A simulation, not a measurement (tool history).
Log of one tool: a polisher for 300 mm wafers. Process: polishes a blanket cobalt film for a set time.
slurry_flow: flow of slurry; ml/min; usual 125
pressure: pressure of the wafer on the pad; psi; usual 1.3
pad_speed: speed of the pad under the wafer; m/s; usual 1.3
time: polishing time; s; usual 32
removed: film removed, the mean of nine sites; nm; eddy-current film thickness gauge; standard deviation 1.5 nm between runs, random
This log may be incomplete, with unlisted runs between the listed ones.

run,hour,slurry_flow,pressure,pad_speed,time,wafers since the last listed run,wafers polished on this pad,hours since the slurry nozzle was cleaned,hours since the head pressure was calibrated,"incoming thickness of the incoming film, nm",removed
1,0,125,1.3,1.3,32,0,6650,199.1,546.4,1436.5,123.4
2,75.2,125,1.3,1.3,32,1113,7763,274.3,621.6,1434.7,124.3
3,150,125,1.3,1.3,32,1107,8870,349.1,696.4,1438.5,122
# hour 192.6: worn pad replaced by a new one
4,232,125,1.3,1.3,32,1154,582,431.1,778.4,1429.4,123.2
5,285,125,1.3,1.3,32,784,1367,484.1,831.4,1434.8,120.9
# hour 450.3: slurry nozzle cleaned
6,578.4,125,1.3,1.3,32,4329,5696,128.1,1124.8,1445.3,119.2
7,670.4,125,1.3,1.3,32,1362,7058,220.1,1216.8,1452.1,115.6
8,728,125,1.3,1.3,32,852,7911,277.7,1274.4,1436.2,116.6
# hour 761: head pressure recalibrated
9,776.7,125,1.3,1.3,35,691,8602,326.4,15.7,1431.8,136.7
# hour 847.2: worn pad replaced by a new one
10,867,125,1.3,1.3,35,1277,292,416.7,106,1428.3,138.1
11,1016.8,125,1.4,1.3,32,2217,2510,566.5,255.8,1444.4,131.8
# hour 1023.2: slurry nozzle cleaned
12,1061.2,125,1.4,1.3,32,642,3152,38,300.2,1437.4,131
13,1097.8,125,1.4,1.3,32,541,3694,74.6,336.8,1427.3,132.6
14,1201.3,150,1.3,1.3,32,1532,5227,178.1,440.3,1430.3,128
15,1274,150,1.3,1.3,32,1076,6303,250.8,513,1452.8,127.9
16,1381.6,90,1.3,1.3,32,1593,7896,358.4,620.6,1453,109.1
17,1473.9,125,1.3,1.3,32,1366,9262,450.7,712.9,1456.7,120.3
# hour 1525.6: worn pad replaced by a new one, of another model than before
18,1534.3,140,1.3,1.3,35,835,129,511.1,773.3,1432.1,134.7
19,1610.6,125,1.3,1.5,29,1129,1258,587.4,849.6,1435.4,117.6
20,1678.8,125,1.3,0.86,32,1009,2268,655.6,917.8,1465.3,99.8
# hour 1715.4: slurry nozzle cleaned
21,1726.6,100,1.3,1.16,32,692,2961,11.2,965.6,1443.6,109.2
22,1767.7,165,1.3,1.3,32,608,3569,52.3,1006.7,1414,124
23,1872.2,125,1.5,1.3,21,1547,5117,156.8,1111.2,1440,85.9
24,1972.7,125,1.3,1.46,29,1487,6605,257.3,1211.7,1428.8,113
# hour 2100.2: head pressure recalibrated
# hour 2256.9: worn pad replaced by a new one
25,2261.5,150,1.6,1.3,32,4186,68,546.1,161.3,1433.5,150
26,2320.4,165,1.4,0.86,23,872,940,605,220.2,1463.1,82.8
# hour 2341.2: slurry nozzle cleaned
27,2394.6,125,1.3,1.3,32,1083,2024,53.4,294.4,1446.6,126.9
28,2433.8,125,1.3,1.3,35,580,2604,92.6,333.6,1438.5,138.2
29,2536.3,125,1.3,1.3,21,1517,4122,195.1,436.1,1470.1,81
30,2612.2,125,1.4,1.3,32,1123,5246,271,512,1456.1,129.6
31,2676,165,1.5,1.3,42,944,6190,334.8,575.8,1454.3,187.9
32,2730.3,125,1.3,1.3,32,803,6994,389.1,630.1,1469,121.5
33,2776.8,110,0.9,1.3,32,688,7683,435.6,676.6,1443.8,92.4
34,2856.5,125,1.3,1.18,32,1179,8862,515.3,756.3,1455.1,117.1
35,2924.3,125,1.8,1.3,32,1003,9866,583.1,824.1,1471.4,154.7
# hour 2954.6: worn pad replaced by a new one
# hour 3003: slurry nozzle cleaned
36,3046.8,125,1.3,1.42,32,1739,1349,43.8,946.6,1446,125.5

What if the next run were any one of these 5? Each begins from the tool's condition after run 36:
A,3047.2,125,1.3,1.3,32,5,1355,44.2,947,1436.7,?
B,3047.2,125,1.3,1.14,39,5,1355,44.2,947,1436.7,?
C,3047.2,155,1.3,1.3,39,5,1355,44.2,947,1436.7,?
D,3047.2,125,1,1.58,32,5,1355,44.2,947,1436.7,?
E,3047.2,125,1.3,1.3,29,5,1355,44.2,947,1436.7,?

run,removed
A,121.1
B,137.6
C,152
D,112.7
E,109.7
Had the tool no hidden state, the same runs would have come out as:
run,removed
A,130.3
B,148.1
C,163.6
D,121.3
E,118.1
